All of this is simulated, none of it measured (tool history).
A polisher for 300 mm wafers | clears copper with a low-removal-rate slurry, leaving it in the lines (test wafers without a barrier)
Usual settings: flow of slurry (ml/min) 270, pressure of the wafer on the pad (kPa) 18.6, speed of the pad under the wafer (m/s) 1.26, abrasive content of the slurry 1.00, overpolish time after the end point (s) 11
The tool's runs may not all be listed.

| run | hour | flow of slurry (ml/min) | pressure of the wafer on the pad (kPa) | speed of the pad under the wafer (m/s) | abrasive content of the slurry | overpolish time after the end point (s) | wafers since the last listed run | wafers polished on this pad | hours since the slurry nozzle was cleaned | hours since the head pressure was calibrated | hours since the slurry blender was calibrated | incoming thickness of the incoming film, nm | time until the end point was called (s) | dishing of a wide line in a test structure (Å) |
|---|---|---|---|---|---|---|---|---|---|---|---|---|---|---|
| 1 | 0.0 | 270 | 18.6 | 1.26 | 1.00 | 11 | 0 | 971 | 175.3 | 940.6 | 279.2 | 441.3 | 181.0 | 188 |
| 2 | 57.5 | 270 | 15.9 | 1.26 | 1.00 | 11 | 254 | 1225 | 232.8 | 998.1 | 336.7 | 441.3 | 215.6 | 154 |
|  | 73.6 | slurry blender recalibrated |
| 3 | 86.9 | 270 | 16.5 | 1.26 | 1.00 | 11 | 121 | 1347 | 262.2 | 1027.5 | 13.3 | 440.9 | 192.3 | 177 |
|  | 139.5 | slurry nozzle cleaned |
|  | 144.5 | worn pad replaced by a new one |
| 4 | 145.0 | 270 | 16.5 | 1.26 | 1.00 | 11 | 235 | 2 | 5.5 | 1085.6 | 71.4 | 449.3 | 200.2 | 173 |
| 5 | 197.1 | 270 | 18.6 | 1.26 | 1.00 | 11 | 230 | 232 | 57.6 | 1137.7 | 123.5 | 446.5 | 178.3 | 190 |
|  | 256.1 | head pressure recalibrated |
| 6 | 265.4 | 270 | 18.6 | 1.26 | 1.00 | 11 | 293 | 526 | 125.9 | 9.3 | 191.8 | 449.7 | 178.4 | 189 |
| 7 | 328.2 | 270 | 18.6 | 1.26 | 1.00 | 11 | 278 | 804 | 188.7 | 72.1 | 254.6 | 445.2 | 182.4 | 191 |
|  | 398.9 | slurry blender recalibrated |
| 8 | 399.4 | 270 | 18.6 | 1.26 | 1.00 | 11 | 306 | 1110 | 259.9 | 143.3 | 0.5 | 448.8 | 169.8 | 196 |
| 9 | 430.0 | 270 | 18.6 | 1.26 | 1.00 | 11 | 135 | 1246 | 290.5 | 173.9 | 31.1 | 445.9 | 172.9 | 192 |
| 10 | 460.2 | 225 | 18.6 | 1.26 | 1.00 | 9 | 133 | 1379 | 320.7 | 204.1 | 61.3 | 445.8 | 179.8 | 162 |
|  | 485.9 | worn pad replaced by a new one |
| 11 | 492.7 | 270 | 18.6 | 1.26 | 1.00 | 11 | 126 | 30 | 353.2 | 236.6 | 93.8 | 449.1 | 175.7 | 191 |
| 12 | 523.9 | 270 | 18.6 | 1.26 | 1.00 | 11 | 138 | 168 | 384.4 | 267.8 | 125.0 | 441.0 | 176.4 | 197 |
|  | 537.9 | slurry nozzle cleaned |
| 13 | 575.5 | 270 | 18.6 | 1.26 | 1.00 | 11 | 224 | 392 | 37.6 | 319.4 | 176.6 | 447.0 | 178.5 | 193 |
| 14 | 602.8 | 335 | 18.6 | 1.26 | 1.00 | 13 | 120 | 513 | 64.9 | 346.7 | 203.9 | 445.5 | 174.1 | 225 |
| 15 | 634.3 | 270 | 18.6 | 1.26 | 1.00 | 11 | 139 | 652 | 96.4 | 378.2 | 235.4 | 447.8 | 180.6 | 188 |
| 16 | 667.7 | 270 | 20.7 | 1.26 | 1.00 | 11 | 147 | 800 | 129.8 | 411.6 | 268.8 | 445.4 | 163.1 | 205 |
| 17 | 722.4 | 245 | 22.1 | 1.26 | 1.15 | 14 | 242 | 1042 | 184.5 | 466.3 | 323.5 | 447.7 | 153.4 | 263 |
| 18 | 776.0 | 270 | 18.6 | 1.26 | 1.20 | 11 | 237 | 1279 | 238.1 | 519.9 | 377.1 | 447.3 | 177.9 | 184 |
|  | 782.9 | slurry blender recalibrated |
|  | 792.1 | worn pad replaced by a new one |
| 19 | 843.7 | 270 | 16.5 | 1.26 | 0.80 | 11 | 273 | 228 | 305.8 | 587.6 | 60.8 | 443.9 | 197.4 | 170 |
|  | 865.7 | slurry nozzle cleaned |
| 20 | 878.3 | 215 | 18.6 | 1.26 | 1.00 | 11 | 148 | 377 | 12.6 | 622.2 | 95.4 | 447.3 | 179.1 | 184 |
| 21 | 935.8 | 270 | 18.6 | 1.60 | 1.00 | 11 | 254 | 631 | 70.1 | 679.7 | 152.9 | 451.0 | 144.2 | 234 |
| 22 | 1101.6 | 270 | 18.6 | 0.86 | 0.80 | 11 | 734 | 1365 | 235.9 | 845.5 | 318.7 | 445.5 | 286.1 | 119 |
| 23 | 1138.6 | 270 | 20.7 | 1.26 | 1.00 | 11 | 163 | 1529 | 272.9 | 882.5 | 355.7 | 443.0 | 170.1 | 193 |
| 24 | 1168.9 | 270 | 18.6 | 1.26 | 1.00 | 11 | 134 | 1663 | 303.2 | 912.8 | 386.0 | 441.8 | 188.7 | 174 |
|  | 1181.6 | slurry nozzle cleaned |
|  | 1185.3 | worn pad replaced by a new one |
|  | 1190.9 | slurry blender recalibrated |
| 25 | 1204.1 | 270 | 18.6 | 1.06 | 1.00 | 11 | 126 | 74 | 22.5 | 948.0 | 13.2 | 437.5 | 195.8 | 165 |
| 26 | 1258.6 | 270 | 18.6 | 1.26 | 1.20 | 11 | 241 | 315 | 77.0 | 1002.5 | 67.7 | 448.8 | 167.2 | 199 |
|  | 1330.0 | head pressure recalibrated |
| 27 | 1395.1 | 315 | 14.5 | 1.26 | 1.15 | 15 | 595 | 911 | 213.5 | 65.1 | 204.2 | 444.9 | 227.8 | 205 |

Forecast each of these 5 alternatives for the next run:
| A | 1395.6 | 270 | 18.6 | 1.26 | 1.00 | 11 | 2 | 913 | 214.0 | 65.6 | 204.7 | 446.3 | ? | ? |
| B | 1395.6 | 270 | 21.4 | 1.26 | 1.00 | 5 | 2 | 913 | 214.0 | 65.6 | 204.7 | 446.3 | ? | ? |
| C | 1395.6 | 180 | 18.6 | 1.60 | 0.85 | 11 | 2 | 913 | 214.0 | 65.6 | 204.7 | 446.3 | ? | ? |
| D | 1395.6 | 270 | 18.6 | 1.52 | 1.00 | 11 | 2 | 913 | 214.0 | 65.6 | 204.7 | 446.3 | ? | ? |
| E | 1395.6 | 220 | 18.6 | 1.26 | 1.00 | 11 | 2 | 913 | 214.0 | 65.6 | 204.7 | 446.3 | ? | ? |

| run | time until the end point was called (s) | dishing of a wide line in a test structure (Å) |
|---|---|---|
| A | 179.6 | 186 |
| B | 156.5 | 105 |
| C | 149.9 | 216 |
| D | 148.9 | 217 |
| E | 182.3 | 183 |
Without the tool's hidden state the same runs would have given:
| run | time until the end point was called (s) | dishing of a wide line in a test structure (Å) |
|---|---|---|
| A | 164.7 | 200 |
| B | 143.4 | 113 |
| C | 137.6 | 231 |
| D | 136.5 | 233 |
| E | 167.1 | 197 |

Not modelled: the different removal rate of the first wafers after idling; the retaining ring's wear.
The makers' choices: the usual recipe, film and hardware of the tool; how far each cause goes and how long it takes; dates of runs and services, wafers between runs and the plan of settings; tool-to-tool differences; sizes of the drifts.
